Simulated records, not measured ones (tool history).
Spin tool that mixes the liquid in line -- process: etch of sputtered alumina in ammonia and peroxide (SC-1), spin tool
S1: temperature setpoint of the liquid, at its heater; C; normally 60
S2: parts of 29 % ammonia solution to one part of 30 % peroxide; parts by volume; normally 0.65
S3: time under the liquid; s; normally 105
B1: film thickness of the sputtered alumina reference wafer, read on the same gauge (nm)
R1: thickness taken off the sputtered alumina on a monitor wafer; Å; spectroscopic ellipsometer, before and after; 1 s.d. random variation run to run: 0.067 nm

| run | hour | S1 | S2 | S3 | B1 | R1 |
|---|---|---|---|---|---|---|
| 1 | 0 | 60 | 0.65 | 145 | 99.99 | 112 |
|  | 2.8 | gauge calibrated |
| 2 | 60 | 60 | 0.65 | 145 | 100.04 | 110.9 |
|  | 84.5 | new drum of ammonia solution connected |
| 3 | 126.3 | 60 | 0.65 | 145 | 100.03 | 108.9 |
| 4 | 335.7 | 60 | 0.65 | 105 | 99.98 | 75.6 |
| 5 | 381.2 | 60 | 0.65 | 105 | 99.99 | 74.7 |
| 6 | 421.8 | 60 | 0.65 | 105 | 99.99 | 74.8 |
|  | 445.9 | heated supply line repaired |
| 7 | 491 | 60 | 0.65 | 105 | 100.04 | 83.1 |
| 8 | 524 | 60 | 0.65 | 105 | 100.01 | 83 |
| 9 | 585.9 | 60 | 0.65 | 80 | 100.01 | 61.8 |
| 10 | 624.7 | 60 | 0.65 | 75 | 99.98 | 58.5 |
|  | 690.9 | ammonia flow meter replaced |
| 11 | 693.4 | 60 | 0.65 | 75 | 99.97 | 58 |
|  | 791.1 | thermometer replaced |
| 12 | 854.9 | 68 | 0.65 | 105 | 100.03 | 118.1 |
| 13 | 889.7 | 54.5 | 0.65 | 105 | 100.02 | 58.5 |
|  | 926.3 | new drum of ammonia solution connected |
| 14 | 938.2 | 63 | 0.5 | 165 | 99.99 | 138.8 |
| 15 | 998.2 | 60 | 0.65 | 75 | 100.01 | 54.9 |
|  | 1050.7 | gauge calibrated |
| 16 | 1062.1 | 66 | 0.5 | 105 | 100.01 | 102 |
|  | 1104.9 | heated supply line repaired |
| 17 | 1120 | 55.5 | 0.8 | 50 | 99.98 | 32.2 |
| 18 | 1160.9 | 66 | 0.5 | 105 | 100.01 | 109.7 |
| 19 | 1202.6 | 60 | 0.75 | 155 | 99.98 | 125.2 |
| 20 | 1258.9 | 54.5 | 0.65 | 105 | 100.01 | 62.7 |
| 21 | 1327.6 | 60 | 0.65 | 165 | 100.01 | 129.4 |
| 22 | 1390.5 | 60 | 0.65 | 145 | 99.99 | 110.5 |

What if the next run were any one of these 4? Each begins from the tool's condition after run 22:
| A | 1390.9 | 66.5 | 0.65 | 105 | ? | ? |
| B | 1390.9 | 53.5 | 0.65 | 105 | ? | ? |
| C | 1390.9 | 55 | 0.55 | 145 | ? | ? |
| D | 1390.9 | 57.5 | 0.65 | 105 | ? | ? |

| run | B1 | R1 |
|---|---|---|
| A | 100.02 | 110.4 |
| B | 100.02 | 56.4 |
| C | 100.02 | 83 |
| D | 100.02 | 69.8 |
With no hidden state in the tool, these same runs would have given:
| run | R1 |
|---|---|
| A | 115.3 |
| B | 59.1 |
| C | 87.1 |
| D | 73.1 |
